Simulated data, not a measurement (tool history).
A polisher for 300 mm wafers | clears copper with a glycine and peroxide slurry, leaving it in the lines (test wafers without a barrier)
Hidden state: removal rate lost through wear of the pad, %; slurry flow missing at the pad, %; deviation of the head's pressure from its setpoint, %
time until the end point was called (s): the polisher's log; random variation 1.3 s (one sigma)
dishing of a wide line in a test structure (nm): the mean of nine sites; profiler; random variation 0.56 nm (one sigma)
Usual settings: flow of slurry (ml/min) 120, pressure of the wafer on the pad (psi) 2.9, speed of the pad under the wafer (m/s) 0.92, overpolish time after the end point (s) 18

run	hour	flow of slurry (ml/min)	pressure of the wafer on the pad (psi)	speed of the pad under the wafer (m/s)	overpolish time after the end point (s)	wafers since the last listed run	wafers polished on this pad	hours since the slurry nozzle was cleaned	hours since the head pressure was calibrated	incoming thickness of the incoming film, nm	time until the end point was called (s)	dishing of a wide line in a test structure (nm)
1	0.0	120	2.9	0.92	15	0	1357	687.2	316.3	537.3	97.9	44.5
# hour 3.4: head pressure recalibrated
# hour 16.7: slurry nozzle cleaned
2	66.7	120	3.4	0.92	18	447	1805	50.0	63.3	535.3	91.7	51.6
3	103.9	120	3.4	0.92	18	261	2067	87.2	100.5	536.1	88.9	52.1
# hour 143.5: worn pad replaced by a new one
4	160.9	130	2.9	0.92	18	372	122	144.2	157.5	550.1	99.9	50.7
5	199.0	130	2.9	0.92	18	267	390	182.3	195.6	545.3	101.0	50.8
6	270.9	120	2.9	0.92	18	505	895	254.2	267.5	536.6	98.8	49.4
7	304.1	120	2.9	0.92	18	233	1129	287.4	300.7	528.8	95.9	49.9
8	334.8	120	2.9	0.92	18	215	1345	318.1	331.4	535.9	98.1	50.1
# hour 341.5: head pressure recalibrated
9	406.4	120	2.9	0.92	18	489	1834	389.7	64.9	539.7	94.1	51.9
10	448.8	120	2.9	0.92	18	298	2132	432.1	107.3	546.8	95.8	51.2
11	498.1	120	2.9	0.92	18	346	2479	481.4	156.6	533.7	91.2	50.7
12	541.8	120	2.9	0.92	18	307	2786	525.1	200.3	540.7	93.1	51.1
# hour 551.0: worn pad replaced by a new one
13	578.3	120	2.9	0.92	18	228	191	561.6	236.8	543.6	93.6	51.5
14	632.0	120	2.9	0.92	18	377	569	615.3	290.5	538.0	93.5	52.0
# hour 655.2: head pressure recalibrated, repeated, since the last time left the tool worse
15	660.0	120	2.9	0.92	18	182	752	643.3	4.8	543.5	103.8	49.4
16	727.4	120	2.9	0.92	18	473	1226	710.7	72.2	546.1	101.7	49.0
17	754.2	120	2.9	0.68	18	188	1414	737.5	99.0	529.5	124.4	42.0
18	791.9	150	3.6	0.92	18	265	1679	775.2	136.7	540.4	84.3	54.3
# hour 804.1: slurry nozzle cleaned
# hour 890.9: worn pad replaced by a new one
19	946.8	120	2.9	1.02	18	1053	392	142.7	291.6	533.2	88.1	51.5
20	1002.2	120	2.9	0.92	18	389	782	198.1	347.0	537.7	96.6	49.9
21	1034.2	130	3.3	0.92	9	224	1007	230.1	379.0	542.8	87.7	33.5
# hour 1050.5: head pressure recalibrated
22	1085.2	120	2.9	0.70	23	344	1351	281.1	34.7	548.5	127.2	49.9
23	1152.5	120	3.3	0.92	24	473	1825	348.4	102.0	538.5	93.9	61.0
24	1213.7	130	2.0	1.22	13	430	2255	409.6	163.2	541.5	99.4	39.1
25	1238.5	120	3.3	0.92	24	174	2429	434.4	188.0	545.2	94.9	59.4
# hour 1286.0: worn pad replaced by a new one
26	1295.2	120	2.9	0.92	18	370	64	491.1	244.7	539.7	100.6	49.7
27	1344.6	85	3.2	0.92	18	347	412	540.5	294.1	540.7	99.1	49.2
# hour 1376.6: head pressure recalibrated
28	1401.7	120	2.9	0.92	18	387	799	597.6	25.1	537.1	100.1	48.5
29	1464.3	95	3.2	1.14	24	440	1239	660.2	87.7	543.8	84.4	64.0
# hour 1517.1: slurry nozzle cleaned
30	1523.9	120	2.9	0.92	18	412	1651	6.8	147.3	535.8	101.7	48.8
31	1588.9	120	2.9	1.16	18	457	2108	71.8	212.3	536.2	80.8	55.2
32	1651.7	120	3.6	1.14	18	441	2550	134.6	275.1	536.0	70.0	59.9
# hour 1710.7: worn pad replaced by a new one
# hour 1712.2: head pressure recalibrated
33	1712.7	100	2.5	1.20	22	390	3	195.6	0.5	541.6	94.0	56.9
34	1775.8	120	3.3	0.92	24	443	446	258.7	63.6	534.1	92.7	60.3

Forecast each of these 4 alternatives for the next run:
A	1776.3	120	2.9	0.66	18	3	450	259.2	64.1	530.9	?	?
B	1776.3	120	3.2	1.14	18	3	450	259.2	64.1	530.9	?	?
C	1776.3	120	3.2	0.66	18	3	450	259.2	64.1	530.9	?	?
D	1776.3	120	3.3	0.92	15	3	450	259.2	64.1	530.9	?	?

run	time until the end point was called (s)	dishing of a wide line in a test structure (nm)
A	126.5	40.6
B	76.2	54.7
C	119.4	42.3
D	89.6	44.9
Without the tool's hidden state the same runs would have given:
run	time until the end point was called (s)	dishing of a wide line in a test structure (nm)
A	127.4	40.3
B	76.8	54.4
C	120.2	42.1
D	90.3	44.6
